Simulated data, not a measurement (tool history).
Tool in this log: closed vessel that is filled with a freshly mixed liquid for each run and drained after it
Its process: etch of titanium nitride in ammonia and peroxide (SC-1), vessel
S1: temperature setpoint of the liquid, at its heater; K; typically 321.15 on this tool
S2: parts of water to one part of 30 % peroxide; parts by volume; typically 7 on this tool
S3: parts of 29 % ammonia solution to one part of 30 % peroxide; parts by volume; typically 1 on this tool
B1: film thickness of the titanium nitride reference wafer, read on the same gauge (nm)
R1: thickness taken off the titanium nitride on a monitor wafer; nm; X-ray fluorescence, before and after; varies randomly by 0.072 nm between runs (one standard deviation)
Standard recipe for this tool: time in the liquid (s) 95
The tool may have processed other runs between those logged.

Run 1, day 0: usual settings but S2 9 parts by volume; B1 149.98. Result: R1 10.8 nm.
Run 2, day 2.55: usual settings but S2 9 parts by volume; B1 149.96. Result: R1 10.72 nm.
At day 4.183: ammonia flow meter replaced.
Run 3, day 5.254: usual settings; B1 149.94. Result: R1 12.18 nm.
Run 4, day 6.617: usual settings; B1 149.97. Result: R1 12.11 nm.
Run 5, day 8.496: usual settings; B1 149.99. Result: R1 12.09 nm.
Run 6, day 10.608: usual settings; B1 150.04. Result: R1 12.18 nm.
Run 7, day 13.046: usual settings; B1 149.98. Result: R1 12.06 nm.
Run 8, day 14.846: usual settings but S1 315.65 K; B1 149.97. Result: R1 8.2 nm.
Run 9, day 16.262: usual settings but S1 315.65 K; B1 150.02. Result: R1 8.05 nm.
Run 10, day 18.938: usual settings but S1 315.65 K; B1 149.98. Result: R1 8.14 nm.
At day 20.733: thermometer replaced.
At day 21.354: new drum of ammonia solution connected.
Run 11, day 21.629: usual settings but S1 326.15 K, S2 8 parts by volume, S3 0.5 parts by volume, time in the liquid (s) 125; B1 150.04. Result: R1 19 nm.
Run 12, day 23.875: usual settings but S3 0.85 parts by volume; B1 149.98. Result: R1 11.93 nm.
Run 13, day 26.742: usual settings but S2 8 parts by volume, time in the liquid (s) 140; B1 149.99. Result: R1 16.69 nm.
Run 14, day 29.408: usual settings; B1 150. Result: R1 12.15 nm.
At day 29.592: ammonia flow meter replaced.
Run 15, day 31.429: usual settings but S1 327.65 K, S2 6 parts by volume, S3 1.2 parts by volume, time in the liquid (s) 130; B1 150.03. Result: R1 28.37 nm.
Run 16, day 34.4: usual settings but S1 327.65 K, S2 6 parts by volume, S3 1.2 parts by volume, time in the liquid (s) 130; B1 150.02. Result: R1 28.25 nm.
Run 17, day 36.383: usual settings but S1 325.65 K, S2 5 parts by volume; B1 150. Result: R1 19.23 nm.
Run 18, day 39.283: usual settings; B1 150.01. Result: R1 12.08 nm.
Run 19, day 40.925: usual settings but S2 8 parts by volume, time in the liquid (s) 140; B1 149.97. Result: R1 16.86 nm.
Run 20, day 43.612: usual settings but S1 311.65 K, S2 9.5 parts by volume; B1 150.02. Result: R1 5.24 nm.
At day 43.738: new drum of ammonia solution connected.
At day 44.562: gauge calibrated.
Run 21, day 46.142: usual settings but S1 328.65 K, S2 5 parts by volume, S3 0.75 parts by volume, time in the liquid (s) 120; B1 150. Result: R1 28.86 nm.
Run 22, day 49.112: usual settings but S3 1.2 parts by volume, time in the liquid (s) 55; B1 149.99. Result: R1 7.25 nm.
Run 23, day 50.196: usual settings; B1 150.01. Result: R1 12.17 nm.
Run 24, day 53.088: usual settings; B1 150.02. Result: R1 12.04 nm.

The next listed run, before its measurement:
At day 54.883: ammonia flow meter replaced.
At day 55.062: thermometer replaced.
Run 25, day 59.575: usual settings but S1 315.15 K; B1 ?. Result: R1 ?.

{"run 25": {"B1": 150.02, "R1": 7.85}}
If the tool had no hidden condition, the same run with the same run-to-run variation would have returned R1 7.85 nm.
